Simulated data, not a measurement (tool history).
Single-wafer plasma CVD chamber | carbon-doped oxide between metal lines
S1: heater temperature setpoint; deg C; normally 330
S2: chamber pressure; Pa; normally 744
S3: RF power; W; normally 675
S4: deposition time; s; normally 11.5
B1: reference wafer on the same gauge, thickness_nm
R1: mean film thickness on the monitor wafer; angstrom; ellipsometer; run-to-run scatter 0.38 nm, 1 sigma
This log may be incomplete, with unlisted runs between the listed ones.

{"run": 1, "hour": 0.0, "S1": 330, "S2": 744, "S3": 675, "S4": 11.5, "B1": 79.955, "R1": 814.2}
{"run": 2, "hour": 44.4, "S1": 330, "S2": 744, "S3": 675, "S4": 11.5, "B1": 79.933, "R1": 811.88}
{"run": 3, "hour": 89.6, "S1": 330, "S2": 744, "S3": 675, "S4": 11.5, "B1": 79.913, "R1": 810.45}
{"run": 4, "hour": 146.3, "S1": 330, "S2": 744, "S3": 675, "S4": 11.5, "B1": 79.891, "R1": 807.02}
{"run": 5, "hour": 184.3, "S1": 330, "S2": 744, "S3": 675, "S4": 11.5, "B1": 79.89, "R1": 809.98}
{"run": 6, "hour": 234.1, "S1": 330, "S2": 744, "S3": 675, "S4": 11.5, "B1": 79.925, "R1": 811.66}
{"run": 7, "hour": 284.0, "S1": 330, "S2": 744, "S3": 675, "S4": 11.5, "B1": 79.884, "R1": 806.59}
{"run": 8, "hour": 335.2, "S1": 330, "S2": 744, "S3": 580, "S4": 11, "B1": 79.884, "R1": 716.59}
{"run": 9, "hour": 392.7, "S1": 330, "S2": 744, "S3": 710, "S4": 11.5, "B1": 79.935, "R1": 823.55}
{"hour": 403.5, "done": "showerhead replaced"}
{"run": 10, "hour": 424.4, "S1": 330, "S2": 744, "S3": 675, "S4": 11.5, "B1": 79.893, "R1": 807.99}
{"run": 11, "hour": 452.1, "S1": 330, "S2": 605, "S3": 760, "S4": 10.5, "B1": 79.819, "R1": 755.58}
{"hour": 461.5, "done": "gauge calibrated"}
{"run": 12, "hour": 513.4, "S1": 330, "S2": 744, "S3": 675, "S4": 11.5, "B1": 79.981, "R1": 813.26}
{"run": 13, "hour": 547.2, "S1": 330, "S2": 744, "S3": 675, "S4": 11.5, "B1": 79.957, "R1": 810.46}
{"run": 14, "hour": 591.7, "S1": 330, "S2": 608, "S3": 725, "S4": 10.6, "B1": 79.792, "R1": 751.12}
{"hour": 602.9, "done": "thermocouple changed; heater temperature recalibrated"}
{"run": 15, "hour": 646.0, "S1": 339, "S2": 744, "S3": 675, "S4": 11.5, "B1": 79.878, "R1": 771.82}
{"run": 16, "hour": 711.6, "S1": 330, "S2": 607, "S3": 770, "S4": 11.5, "B1": 79.886, "R1": 819.42}
{"run": 17, "hour": 745.2, "S1": 335, "S2": 744, "S3": 605, "S4": 13.2, "B1": 79.799, "R1": 854.59}
{"run": 18, "hour": 789.0, "S1": 330, "S2": 744, "S3": 595, "S4": 13.1, "B1": 79.901, "R1": 843.78}
{"run": 19, "hour": 854.1, "S1": 323, "S2": 853, "S3": 675, "S4": 11.5, "B1": 79.865, "R1": 825.13}
{"run": 20, "hour": 913.6, "S1": 339, "S2": 744, "S3": 675, "S4": 12.7, "B1": 79.982, "R1": 850.1}
{"hour": 925.0, "done": "RF generator calibrated"}
{"run": 21, "hour": 940.3, "S1": 320, "S2": 744, "S3": 755, "S4": 11.5, "B1": 79.938, "R1": 878.05}
{"hour": 964.7, "done": "capacitance manometer re-zeroed and calibrated"}
{"run": 22, "hour": 974.5, "S1": 318, "S2": 857, "S3": 585, "S4": 9.4, "B1": 79.934, "R1": 645.94}
{"run": 23, "hour": 1033.7, "S1": 330, "S2": 744, "S3": 675, "S4": 11.5, "B1": 79.832, "R1": 796.69}
{"run": 24, "hour": 1096.4, "S1": 330, "S2": 875, "S3": 675, "S4": 11.5, "B1": 79.861, "R1": 812.6}

Run 25 has not been measured yet. What should we expect?
{"run": 25, "hour": 1162.6, "S1": 330, "S2": 744, "S3": 675, "S4": 11.5, "B1": "?", "R1": "?"}

{"run 25": {"B1": 79.909, "R1": 796.27}}
Without the tool's hidden state the same run would have given R1 791.58 angstrom.
